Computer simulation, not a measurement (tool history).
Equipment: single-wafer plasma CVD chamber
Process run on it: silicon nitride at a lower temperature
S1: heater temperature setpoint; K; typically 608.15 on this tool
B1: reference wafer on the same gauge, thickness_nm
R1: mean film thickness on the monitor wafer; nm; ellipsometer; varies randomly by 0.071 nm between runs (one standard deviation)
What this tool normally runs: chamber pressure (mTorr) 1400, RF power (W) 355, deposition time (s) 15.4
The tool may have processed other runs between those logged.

{"run": 1, "hour": 0.0, "S1": 608.15, "chamber pressure (mTorr)": 1400, "RF power (W)": 355, "deposition time (s)": 15.4, "B1": 19.415, "R1": 18.645}
{"run": 2, "hour": 38.4, "S1": 608.15, "chamber pressure (mTorr)": 1400, "RF power (W)": 355, "deposition time (s)": 15.4, "B1": 19.385, "R1": 18.682}
{"run": 3, "hour": 64.1, "S1": 608.15, "chamber pressure (mTorr)": 1400, "RF power (W)": 355, "deposition time (s)": 15.4, "B1": 19.38, "R1": 18.604}
{"run": 4, "hour": 100.6, "S1": 608.15, "chamber pressure (mTorr)": 1400, "RF power (W)": 355, "deposition time (s)": 15.4, "B1": 19.402, "R1": 18.561}
{"hour": 154.3, "done": "RF generator calibrated"}
{"run": 5, "hour": 154.8, "S1": 608.15, "chamber pressure (mTorr)": 1400, "RF power (W)": 355, "deposition time (s)": 15.4, "B1": 19.402, "R1": 18.332}
{"run": 6, "hour": 201.2, "S1": 608.15, "chamber pressure (mTorr)": 1400, "RF power (W)": 355, "deposition time (s)": 15.4, "B1": 19.39, "R1": 18.343}
{"run": 7, "hour": 245.2, "S1": 608.15, "chamber pressure (mTorr)": 1400, "RF power (W)": 355, "deposition time (s)": 15.4, "B1": 19.431, "R1": 18.152}
{"run": 8, "hour": 278.9, "S1": 608.15, "chamber pressure (mTorr)": 1400, "RF power (W)": 355, "deposition time (s)": 15.4, "B1": 19.387, "R1": 18.253}
{"run": 9, "hour": 344.5, "S1": 608.15, "chamber pressure (mTorr)": 1220, "RF power (W)": 410, "deposition time (s)": 12.4, "B1": 19.391, "R1": 15.435}
{"run": 10, "hour": 395.7, "S1": 599.15, "chamber pressure (mTorr)": 1400, "RF power (W)": 355, "deposition time (s)": 15.4, "B1": 19.444, "R1": 18.274}
{"hour": 409.5, "done": "thermocouple changed; heater temperature recalibrated"}
{"run": 11, "hour": 480.7, "S1": 604.15, "chamber pressure (mTorr)": 1400, "RF power (W)": 355, "deposition time (s)": 15.4, "B1": 19.413, "R1": 18.036}
{"hour": 502.1, "done": "gauge calibrated"}
{"hour": 519.8, "done": "capacitance manometer re-zeroed and calibrated"}
{"run": 12, "hour": 525.5, "S1": 613.15, "chamber pressure (mTorr)": 1140, "RF power (W)": 355, "deposition time (s)": 15.4, "B1": 19.405, "R1": 17.169}
{"run": 13, "hour": 586.9, "S1": 608.15, "chamber pressure (mTorr)": 1400, "RF power (W)": 355, "deposition time (s)": 15.4, "B1": 19.41, "R1": 18.109}
{"hour": 607.8, "done": "RF generator calibrated, repeated, since the last time left the tool worse"}
{"run": 14, "hour": 645.5, "S1": 608.15, "chamber pressure (mTorr)": 1400, "RF power (W)": 335, "deposition time (s)": 15.4, "B1": 19.428, "R1": 18.502}
{"run": 15, "hour": 699.4, "S1": 620.15, "chamber pressure (mTorr)": 1400, "RF power (W)": 355, "deposition time (s)": 15.4, "B1": 19.411, "R1": 18.893}
{"run": 16, "hour": 726.8, "S1": 608.15, "chamber pressure (mTorr)": 1400, "RF power (W)": 390, "deposition time (s)": 17.2, "B1": 19.382, "R1": 22.569}
{"run": 17, "hour": 758.5, "S1": 608.15, "chamber pressure (mTorr)": 1400, "RF power (W)": 355, "deposition time (s)": 15.4, "B1": 19.401, "R1": 19.188}
{"run": 18, "hour": 887.0, "S1": 608.15, "chamber pressure (mTorr)": 1400, "RF power (W)": 315, "deposition time (s)": 15.4, "B1": 19.41, "R1": 17.599}
{"hour": 916.7, "done": "showerhead replaced"}
{"run": 19, "hour": 950.7, "S1": 615.15, "chamber pressure (mTorr)": 1400, "RF power (W)": 355, "deposition time (s)": 15.4, "B1": 19.387, "R1": 18.76}
{"run": 20, "hour": 1019.6, "S1": 608.15, "chamber pressure (mTorr)": 1250, "RF power (W)": 325, "deposition time (s)": 16.7, "B1": 19.378, "R1": 18.848}
{"run": 21, "hour": 1059.1, "S1": 608.15, "chamber pressure (mTorr)": 1400, "RF power (W)": 420, "deposition time (s)": 15.4, "B1": 19.41, "R1": 20.853}
{"run": 22, "hour": 1114.1, "S1": 608.15, "chamber pressure (mTorr)": 1400, "RF power (W)": 355, "deposition time (s)": 15.4, "B1": 19.38, "R1": 18.833}
{"run": 23, "hour": 1171.6, "S1": 608.15, "chamber pressure (mTorr)": 1400, "RF power (W)": 355, "deposition time (s)": 15.4, "B1": 19.394, "R1": 18.939}
{"run": 24, "hour": 1218.1, "S1": 608.15, "chamber pressure (mTorr)": 1630, "RF power (W)": 385, "deposition time (s)": 15.4, "B1": 19.447, "R1": 20.5}
{"run": 25, "hour": 1275.0, "S1": 608.15, "chamber pressure (mTorr)": 1510, "RF power (W)": 355, "deposition time (s)": 13.8, "B1": 19.369, "R1": 17.112}
{"run": 26, "hour": 1307.9, "S1": 614.15, "chamber pressure (mTorr)": 1310, "RF power (W)": 355, "deposition time (s)": 17.1, "B1": 19.395, "R1": 20.428}
{"run": 27, "hour": 1341.3, "S1": 600.15, "chamber pressure (mTorr)": 1260, "RF power (W)": 395, "deposition time (s)": 13.0, "B1": 19.444, "R1": 16.513}
{"run": 28, "hour": 1396.5, "S1": 614.15, "chamber pressure (mTorr)": 1400, "RF power (W)": 355, "deposition time (s)": 15.4, "B1": 19.417, "R1": 18.741}

What would each run have given without the hidden state, its run-to-run variation left as it was?
Hidden state at play: wafer temperature above the value expected at the setpoint (K); delivered RF power above the setpoint (%); true pressure above the setpoint (%); gauge reads high (%).
run=1 R1=19.225
run=2 R1=19.266
run=3 R1=19.187
run=4 R1=19.144
run=5 R1=19.248
run=6 R1=19.305
run=7 R1=19.144
run=8 R1=19.280
run=9 R1=16.314
run=10 R1=19.393
run=11 R1=19.196
run=12 R1=18.297
run=13 R1=19.333
run=14 R1=18.587
run=15 R1=19.025
run=16 R1=22.751
run=17 R1=19.366
run=18 R1=17.850
run=19 R1=19.052
run=20 R1=19.189
run=21 R1=21.210
run=22 R1=19.201
run=23 R1=19.332
run=24 R1=20.942
run=25 R1=17.498
run=26 R1=20.899
run=27 R1=16.898
run=28 R1=19.197
